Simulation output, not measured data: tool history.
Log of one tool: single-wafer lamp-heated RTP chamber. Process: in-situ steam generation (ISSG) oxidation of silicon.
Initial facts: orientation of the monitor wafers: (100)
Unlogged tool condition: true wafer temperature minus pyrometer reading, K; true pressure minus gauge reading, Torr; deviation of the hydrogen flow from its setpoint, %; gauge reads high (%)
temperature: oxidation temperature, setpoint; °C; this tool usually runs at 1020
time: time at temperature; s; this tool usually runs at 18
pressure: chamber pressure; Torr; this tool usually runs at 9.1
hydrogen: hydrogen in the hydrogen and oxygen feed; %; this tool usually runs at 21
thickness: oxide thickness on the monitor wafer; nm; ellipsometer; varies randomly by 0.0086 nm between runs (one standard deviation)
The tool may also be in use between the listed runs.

run	day	temperature	time	pressure	hydrogen	wafers since the last listed run	wafers since the last pyrometer calibration	hours since the pressure gauge was zeroed	hours since the hydrogen flow controller was replaced	hours since the gauge calibration	read-back reference wafer on the same gauge, thickness	thickness
1	0.000	1020	18	9.1	21	0	2357	4227.9	3743.5	1288.9	6.068	5.377
2	2.146	1020	18	9.1	21	721	3079	4279.4	3795.0	1340.4	6.070	5.388
3	4.958	1020	18	9.1	25	945	4024	4346.9	3862.5	1407.9	6.070	5.615
4	7.254	1020	18	9.1	25	771	4796	4402.0	3917.6	1463.0	6.072	5.624
# day 11.488: pressure gauge zeroed
5	11.508	1020	18	9.1	21	1318	6114	0.5	4019.7	1565.1	6.068	5.402
# day 14.971: pyrometer window cleaned and pyrometer calibrated
6	14.992	1020	18	9.1	21	1058	7	84.1	4103.3	1648.7	6.069	5.356
7	16.796	1020	18	9.1	21	606	613	127.4	4146.6	1692.0	6.069	5.359
8	19.233	1020	18	9.1	21	819	1433	185.9	4205.1	1750.5	6.070	5.371
9	23.083	1020	18	9.1	21	1294	2727	278.3	4297.5	1842.9	6.072	5.369
# day 26.242: hydrogen flow controller replaced
10	26.858	1020	18	9.1	14	1157	3884	368.9	14.8	1933.5	6.072	5.003
11	34.804	1020	18	9.1	21	2671	6555	559.6	205.5	2124.2	6.070	5.452
12	36.338	1000	25	10.1	15	515	7071	596.4	242.3	2161.0	6.073	5.366
13	37.925	1032	12	8.0	21	533	7605	634.5	280.4	2199.1	6.071	4.779
# day 38.788: pyrometer window cleaned and pyrometer calibrated
14	41.879	1020	18	8.3	21	1217	1040	729.4	375.3	2294.0	6.069	5.438
15	47.458	1020	18	8.3	14	1875	2915	863.3	509.2	2427.9	6.070	4.978
16	49.962	1014	18	10.2	21	841	3757	923.4	569.3	2488.0	6.070	5.177
17	52.325	1020	18	8.6	21	794	4551	980.1	626.0	2544.7	6.072	5.461
18	53.988	1020	24	9.9	21	558	5110	1020.0	665.9	2584.6	6.068	6.196
# day 54.571: gauge calibrated
19	56.583	1001	14	10.1	13	872	5983	1082.3	728.2	48.3	6.070	3.965
20	59.358	1006	18	9.1	21	932	6916	1148.9	794.8	114.9	6.070	5.124
# day 60.846: pyrometer window cleaned and pyrometer calibrated
21	63.188	1000	25	10.1	15	1175	787	1240.8	886.7	206.8	6.070	5.330
22	66.025	1015	18	8.3	21	953	1741	1308.9	954.8	274.9	6.068	5.326
23	69.612	1020	18	9.1	21	1206	2947	1395.0	1040.9	361.0	6.068	5.434
24	71.646	1020	11	8.1	29	683	3631	1443.8	1089.7	409.8	6.070	4.730
25	76.042	1020	22	9.1	21	1477	5109	1549.3	1195.2	515.3	6.069	5.993
26	79.867	1020	18	9.1	21	1285	6394	1641.1	1287.0	607.1	6.072	5.438
27	82.712	1005	21	10.0	21	956	7351	1709.4	1355.3	675.4	6.071	5.406
# day 83.183: pyrometer window cleaned and pyrometer calibrated
28	84.479	1005	18	9.7	13	481	435	1751.8	1397.7	717.8	6.071	4.511
29	86.667	1020	12	8.6	21	735	1170	1804.3	1450.2	770.3	6.069	4.466
30	91.029	1020	18	9.1	21	1466	2637	1909.0	1554.9	875.0	6.070	5.413

Pick out some run-to-run changes in thickness. Of each, how much would a tool without hidden state show as well, from the settings, what came in and chance, and how much is left for the hidden state and any gauge scatter not in both results compared?
Run 5 -> 6: pyrometer window cleaned and pyrometer calibrated. thickness -0.046 nm: hidden state -0.067, all else +0.021.
Run 9 -> 10: hydrogen 21 -> 14, hydrogen flow controller replaced. thickness -0.366 nm: hidden state +0.067, all else -0.433.
Run 18 -> 19: temperature 1020 -> 1001, time 24 -> 14, pressure 9.9 -> 10.1, hydrogen 21 -> 13, gauge calibrated. thickness -2.231 nm: hidden state -0.033, all else -2.198.
Run 19 -> 20: temperature 1001 -> 1006, time 14 -> 18, pressure 10.1 -> 9.1, hydrogen 13 -> 21. thickness +1.159 nm: hidden state +0.014, all else +1.145.
Run 24 -> 25: time 11 -> 22, pressure 8.1 -> 9.1, hydrogen 29 -> 21. thickness +1.263 nm: hidden state +0.029, all else +1.234.
Run 27 -> 28: time 21 -> 18, pressure 10.0 -> 9.7, hydrogen 21 -> 13, pyrometer window cleaned and pyrometer calibrated. thickness -0.895 nm: hidden state -0.058, all else -0.837.
